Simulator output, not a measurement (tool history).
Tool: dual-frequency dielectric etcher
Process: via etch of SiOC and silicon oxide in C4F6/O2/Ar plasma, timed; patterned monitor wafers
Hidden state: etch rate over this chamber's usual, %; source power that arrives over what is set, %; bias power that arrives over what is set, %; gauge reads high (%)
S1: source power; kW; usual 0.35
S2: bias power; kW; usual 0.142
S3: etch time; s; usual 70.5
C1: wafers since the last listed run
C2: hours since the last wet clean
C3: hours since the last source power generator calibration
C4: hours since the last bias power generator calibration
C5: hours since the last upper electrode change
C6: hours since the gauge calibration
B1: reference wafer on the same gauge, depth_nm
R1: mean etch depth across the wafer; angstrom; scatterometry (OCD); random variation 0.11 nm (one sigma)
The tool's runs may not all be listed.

run 1 day=0 | S1=0.39 S2=0.142 S3=70.5 | C1=0 C2=187.2 C3=2760.4 C4=2700.8 C5=2604.9 C6=260.2 | B1=68.4 | R1=780
run 2 day=0.642 | S1=0.39 S2=0.142 S3=70.5 | C1=143 C2=202.6 C3=2775.8 C4=2716.2 C5=2620.3 C6=275.6 | B1=68.4 | R1=780
run 3 day=1.479 | S1=0.35 S2=0.159 S3=82 | C1=187 C2=222.7 C3=2795.9 C4=2736.3 C5=2640.4 C6=295.7 | B1=68.4 | R1=920
run 4 day=2.862 | S1=0.35 S2=0.159 S3=82 | C1=310 C2=255.9 C3=2829.1 C4=2769.5 C5=2673.6 C6=328.9 | B1=68.4 | R1=919
run 5 day=3.471 | S1=0.35 S2=0.159 S3=82 | C1=136 C2=270.5 C3=2843.7 C4=2784.1 C5=2688.2 C6=343.5 | B1=68.4 | R1=920
run 6 day=4.746 | S1=0.35 S2=0.119 S3=70.5 | C1=285 C2=301.1 C3=2874.3 C4=2814.7 C5=2718.8 C6=374.1 | B1=68.4 | R1=682
run 7 day=6.146 | S1=0.35 S2=0.119 S3=70.5 | C1=313 C2=334.7 C3=2907.9 C4=2848.3 C5=2752.4 C6=407.7 | B1=68.4 | R1=683
run 8 day=7.167 | S1=0.35 S2=0.142 S3=79 | C1=228 C2=359.2 C3=2932.4 C4=2872.8 C5=2776.9 C6=432.2 | B1=68.4 | R1=837
run 9 day=8.621 | S1=0.35 S2=0.142 S3=70.5 | C1=326 C2=394.1 C3=2967.3 C4=2907.7 C5=2811.8 C6=467.1 | B1=68.4 | R1=748
run 10 day=9.292 | S1=0.41 S2=0.167 S3=70.5 | C1=150 C2=410.2 C3=2983.4 C4=2923.8 C5=2827.9 C6=483.2 | B1=68.4 | R1=860
run 11 day=10.717 | S1=0.35 S2=0.142 S3=70.5 | C1=319 C2=444.4 C3=3017.6 C4=2958 C5=2862.1 C6=517.4 | B1=68.4 | R1=748
-- day=11.788 bias power generator calibrated
-- day=11.812 gauge calibrated
-- day=12.267 wet clean of the chamber
run 12 day=12.288 | S1=0.35 S2=0.142 S3=70.5 | C1=208 C2=0.5 C3=3055.3 C4=12 C5=2899.8 C6=11.4 | B1=68.4 | R1=728
run 13 day=12.821 | S1=0.35 S2=0.142 S3=70.5 | C1=119 C2=13.3 C3=3068.1 C4=24.8 C5=2912.6 C6=24.2 | B1=68.4 | R1=726
run 14 day=13.75 | S1=0.35 S2=0.142 S3=70.5 | C1=208 C2=35.6 C3=3090.4 C4=47.1 C5=2934.9 C6=46.5 | B1=68.4 | R1=726
-- day=14.1 source power generator calibrated
run 15 day=14.358 | S1=0.33 S2=0.142 S3=70.5 | C1=99 C2=50.2 C3=6.2 C4=61.7 C5=2949.5 C6=61.1 | B1=68.4 | R1=723
run 16 day=15.317 | S1=0.35 S2=0.162 S3=64.5 | C1=214 C2=73.2 C3=29.2 C4=84.7 C5=2972.5 C6=84.1 | B1=68.4 | R1=719
run 17 day=16.067 | S1=0.35 S2=0.142 S3=70.5 | C1=168 C2=91.2 C3=47.2 C4=102.7 C5=2990.5 C6=102.1 | B1=68.4 | R1=740
run 18 day=17.546 | S1=0.27 S2=0.173 S3=49.5 | C1=331 C2=126.7 C3=82.7 C4=138.2 C5=3026 C6=137.6 | B1=68.4 | R1=517
-- day=19.112 upper electrode replaced
run 19 day=19.133 | S1=0.27 S2=0.142 S3=70.5 | C1=131 C2=164.8 C3=120.8 C4=176.3 C5=0.5 C6=175.7 | B1=68.4 | R1=669
run 20 day=19.267 | S1=0.35 S2=0.108 S3=59.5 | C1=29 C2=168 C3=124 C4=179.5 C5=3.7 C6=178.9 | B1=68.4 | R1=543
run 21 day=19.775 | S1=0.31 S2=0.118 S3=50 | C1=114 C2=180.2 C3=136.2 C4=191.7 C5=15.9 C6=191.1 | B1=68.4 | R1=456
run 22 day=21.054 | S1=0.35 S2=0.123 S3=70.5 | C1=286 C2=210.9 C3=166.9 C4=222.4 C5=46.6 C6=221.8 | B1=68.4 | R1=688
run 23 day=22.229 | S1=0.35 S2=0.142 S3=84.5 | C1=263 C2=239.1 C3=195.1 C4=250.6 C5=74.8 C6=250 | B1=68.4 | R1=886
run 24 day=23.221 | S1=0.35 S2=0.159 S3=82 | C1=222 C2=262.9 C3=218.9 C4=274.4 C5=98.6 C6=273.8 | B1=68.4 | R1=908
run 25 day=24.258 | S1=0.43 S2=0.142 S3=70.5 | C1=232 C2=287.8 C3=243.8 C4=299.3 C5=123.5 C6=298.7 | B1=68.4 | R1=800
run 26 day=25.35 | S1=0.3 S2=0.142 S3=88.5 | C1=244 C2=314 C3=270 C4=325.5 C5=149.7 C6=324.9 | B1=68.4 | R1=875
run 27 day=25.958 | S1=0.3 S2=0.119 S3=54.5 | C1=136 C2=328.6 C3=284.6 C4=340.1 C5=164.3 C6=339.5 | B1=68.4 | R1=491
run 28 day=27.271 | S1=0.43 S2=0.142 S3=56.5 | C1=294 C2=360.1 C3=316.1 C4=371.6 C5=195.8 C6=371 | B1=68.4 | R1=643
run 29 day=28.3 | S1=0.35 S2=0.142 S3=70.5 | C1=230 C2=384.8 C3=340.8 C4=396.3 C5=220.5 C6=395.7 | B1=68.4 | R1=739
run 30 day=29.267 | S1=0.35 S2=0.142 S3=87.5 | C1=216 C2=408 C3=364 C4=419.5 C5=243.7 C6=418.9 | B1=68.4 | R1=920
-- day=32.442 gauge calibrated
run 31 day=32.571 | S1=0.35 S2=0.168 S3=87 | C1=741 C2=487.3 C3=443.3 C4=498.8 C5=323 C6=3.1 | B1=68.4 | R1=992

Forecast each of these 3 alternatives for the next run:
run A day=32.588 | S1=0.35 S2=0.116 S3=70.5 | C1=3 C2=487.7 C3=443.7 C4=499.2 C5=323.4 C6=3.5 | B1=? | R1=?
run B day=32.588 | S1=0.41 S2=0.142 S3=70.5 | C1=3 C2=487.7 C3=443.7 C4=499.2 C5=323.4 C6=3.5 | B1=? | R1=?
run C day=32.588 | S1=0.41 S2=0.142 S3=85.5 | C1=3 C2=487.7 C3=443.7 C4=499.2 C5=323.4 C6=3.5 | B1=? | R1=?

run=A B1=68.4 R1=666
run=B B1=68.4 R1=785
run=C B1=68.4 R1=953
Without the tool's hidden state the same runs would have given:
run=A R1=664
run=B R1=782
run=C R1=949

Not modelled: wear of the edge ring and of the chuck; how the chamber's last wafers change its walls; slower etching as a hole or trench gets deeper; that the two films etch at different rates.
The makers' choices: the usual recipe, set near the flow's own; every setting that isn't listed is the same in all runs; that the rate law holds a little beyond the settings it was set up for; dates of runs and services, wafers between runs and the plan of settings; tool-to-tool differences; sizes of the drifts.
